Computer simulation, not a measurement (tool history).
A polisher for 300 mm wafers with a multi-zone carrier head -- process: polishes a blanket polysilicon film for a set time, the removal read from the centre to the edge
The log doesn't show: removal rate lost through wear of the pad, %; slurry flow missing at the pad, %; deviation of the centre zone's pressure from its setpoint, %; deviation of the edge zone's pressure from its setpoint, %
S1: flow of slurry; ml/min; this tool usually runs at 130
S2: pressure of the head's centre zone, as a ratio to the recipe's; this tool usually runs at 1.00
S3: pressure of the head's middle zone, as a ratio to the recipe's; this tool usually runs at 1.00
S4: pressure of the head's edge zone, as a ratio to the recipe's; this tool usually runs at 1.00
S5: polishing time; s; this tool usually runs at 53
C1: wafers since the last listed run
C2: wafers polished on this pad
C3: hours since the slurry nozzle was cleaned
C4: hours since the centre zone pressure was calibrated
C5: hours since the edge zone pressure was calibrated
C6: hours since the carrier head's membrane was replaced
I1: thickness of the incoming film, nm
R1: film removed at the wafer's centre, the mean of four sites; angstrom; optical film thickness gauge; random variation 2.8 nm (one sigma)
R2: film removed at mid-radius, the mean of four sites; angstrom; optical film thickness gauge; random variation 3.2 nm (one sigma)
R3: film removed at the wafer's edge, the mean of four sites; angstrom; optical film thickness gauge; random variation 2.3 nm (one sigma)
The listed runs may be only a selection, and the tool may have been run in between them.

run 1 hour=0.0 | S1=130 S2=1.00 S3=1.00 S4=1.04 S5=47 | C1=0 C2=83 C3=196.8 C4=460.8 C5=469.3 C6=939.4 | I1=1629.1 | R1=2596 R2=2524 R3=2561
run 2 hour=37.4 | S1=130 S2=1.00 S3=1.00 S4=1.04 S5=47 | C1=309 C2=392 C3=234.2 C4=498.2 C5=506.7 C6=976.8 | I1=1625.3 | R1=2619 R2=2492 R3=2571
run 3 hour=87.4 | S1=130 S2=1.00 S3=1.00 S4=1.04 S5=47 | C1=413 C2=806 C3=284.2 C4=548.2 C5=556.7 C6=1026.8 | I1=1633.4 | R1=2560 R2=2521 R3=2515
run 4 hour=165.3 | S1=130 S2=1.00 S3=1.04 S4=1.00 S5=53 | C1=643 C2=1449 C3=362.1 C4=626.1 C5=634.6 C6=1104.7 | I1=1638.5 | R1=2793 R2=2842 R3=2736
-- hour=200.2 worn pad replaced by a new one
run 5 hour=200.7 | S1=130 S2=1.00 S3=1.00 S4=0.97 S5=65 | C1=259 C2=3 C3=397.5 C4=661.5 C5=670.0 C6=1140.1 | I1=1615.3 | R1=3536 R2=3554 R3=3467
-- hour=226.8 slurry nozzle cleaned
run 6 hour=244.9 | S1=130 S2=1.00 S3=1.00 S4=0.97 S5=65 | C1=357 C2=360 C3=18.1 C4=705.7 C5=714.2 C6=1184.3 | I1=1626.9 | R1=3627 R2=3500 R3=3503
run 7 hour=293.3 | S1=130 S2=1.00 S3=1.00 S4=0.97 S5=65 | C1=400 C2=761 C3=66.5 C4=754.1 C5=762.6 C6=1232.7 | I1=1648.8 | R1=3533 R2=3526 R3=3439
run 8 hour=350.7 | S1=130 S2=1.00 S3=1.00 S4=1.00 S5=53 | C1=474 C2=1235 C3=123.9 C4=811.5 C5=820.0 C6=1290.1 | I1=1636.6 | R1=2866 R2=2823 R3=2805
-- hour=369.8 carrier head's membrane replaced by a new one, of another model than before
run 9 hour=398.7 | S1=130 S2=1.00 S3=1.00 S4=1.00 S5=53 | C1=355 C2=1590 C3=171.9 C4=859.5 C5=868.0 C6=28.9 | I1=1662.1 | R1=2817 R2=2732 R3=2723
-- hour=408.0 worn pad replaced by a new one
run 10 hour=449.9 | S1=130 S2=1.00 S3=1.00 S4=1.00 S5=53 | C1=390 C2=346 C3=223.1 C4=910.7 C5=919.2 C6=80.1 | I1=1634.0 | R1=2918 R2=2866 R3=2848
run 11 hour=498.5 | S1=130 S2=1.00 S3=1.00 S4=1.00 S5=53 | C1=401 C2=748 C3=271.7 C4=959.3 C5=967.8 C6=128.7 | I1=1664.7 | R1=2891 R2=2846 R3=2832
run 12 hour=530.2 | S1=130 S2=1.00 S3=1.00 S4=1.00 S5=53 | C1=262 C2=1010 C3=303.4 C4=991.0 C5=999.5 C6=160.4 | I1=1637.7 | R1=2843 R2=2790 R3=2824
run 13 hour=561.5 | S1=130 S2=1.04 S3=1.11 S4=1.00 S5=53 | C1=258 C2=1269 C3=334.7 C4=1022.3 C5=1030.8 C6=191.7 | I1=1631.7 | R1=2939 R2=2927 R3=2795
run 14 hour=594.4 | S1=110 S2=1.00 S3=1.00 S4=1.11 S5=47 | C1=271 C2=1540 C3=367.6 C4=1055.2 C5=1063.7 C6=224.6 | I1=1627.9 | R1=2393 R2=2360 R3=2513
-- hour=624.9 worn pad replaced by a new one
run 15 hour=663.0 | S1=155 S2=0.91 S3=1.00 S4=0.90 S5=53 | C1=533 C2=314 C3=436.2 C4=1123.8 C5=1132.3 C6=293.2 | I1=1628.7 | R1=2924 R2=2974 R3=2772
run 16 hour=718.2 | S1=130 S2=1.00 S3=1.00 S4=1.04 S5=47 | C1=456 C2=770 C3=491.4 C4=1179.0 C5=1187.5 C6=348.4 | I1=1628.0 | R1=2544 R2=2517 R3=2580
-- hour=730.0 slurry nozzle cleaned
run 17 hour=761.7 | S1=130 S2=1.07 S3=0.92 S4=1.00 S5=41 | C1=351 C2=1122 C3=31.7 C4=1222.5 C5=1231.0 C6=391.9 | I1=1616.5 | R1=2303 R2=2135 R3=2141
-- hour=774.6 edge zone pressure recalibrated
-- hour=779.4 centre zone pressure recalibrated
run 18 hour=799.0 | S1=105 S2=0.96 S3=0.91 S4=1.00 S5=65 | C1=275 C2=1397 C3=69.0 C4=19.6 C5=24.4 C6=429.2 | I1=1633.5 | R1=3189 R2=3061 R3=3278
-- hour=813.9 worn pad replaced by a new one
run 19 hour=830.2 | S1=130 S2=0.93 S3=1.00 S4=1.00 S5=53 | C1=224 C2=134 C3=100.2 C4=50.8 C5=55.6 C6=460.4 | I1=1630.1 | R1=2803 R2=2866 R3=2901
run 20 hour=856.7 | S1=110 S2=1.00 S3=1.00 S4=1.12 S5=53 | C1=219 C2=353 C3=126.7 C4=77.3 C5=82.1 C6=486.9 | I1=1621.9 | R1=2825 R2=2770 R3=2938
run 21 hour=922.1 | S1=130 S2=1.00 S3=1.00 S4=1.00 S5=53 | C1=540 C2=894 C3=192.1 C4=142.7 C5=147.5 C6=552.3 | I1=1627.5 | R1=2927 R2=2860 R3=2829
run 22 hour=972.6 | S1=130 S2=1.00 S3=1.09 S4=1.00 S5=53 | C1=417 C2=1311 C3=242.6 C4=193.2 C5=198.0 C6=602.8 | I1=1637.1 | R1=2798 R2=2970 R3=2784
-- hour=1006.5 worn pad replaced by a new one
run 23 hour=1041.5 | S1=130 S2=1.00 S3=1.00 S4=1.00 S5=71 | C1=536 C2=288 C3=311.5 C4=262.1 C5=266.9 C6=671.7 | I1=1626.2 | R1=3913 R2=3803 R3=3776

Here are 3 independent what-if runs from the current tool condition. What would each one return?
run A hour=1041.9 | S1=130 S2=1.00 S3=1.00 S4=1.00 S5=53 | C1=3 C2=292 C3=311.9 C4=262.5 C5=267.3 C6=672.1 | I1=1649.9 | R1=? R2=? R3=?
run B hour=1041.9 | S1=95 S2=0.93 S3=1.11 S4=1.00 S5=69 | C1=3 C2=292 C3=311.9 C4=262.5 C5=267.3 C6=672.1 | I1=1649.9 | R1=? R2=? R3=?
run C hour=1041.9 | S1=130 S2=1.00 S3=1.00 S4=1.00 S5=38 | C1=3 C2=292 C3=311.9 C4=262.5 C5=267.3 C6=672.1 | I1=1649.9 | R1=? R2=? R3=?

run=A R1=2889 R2=2811 R3=2820
run=B R1=3359 R2=3624 R3=3507
run=C R1=2072 R2=2016 R3=2022
What these runs would have given with no unlogged condition in the tool:
run=A R1=2912 R2=2833 R3=2842
run=B R1=3384 R2=3651 R3=3534
run=C R1=2088 R2=2031 R3=2038
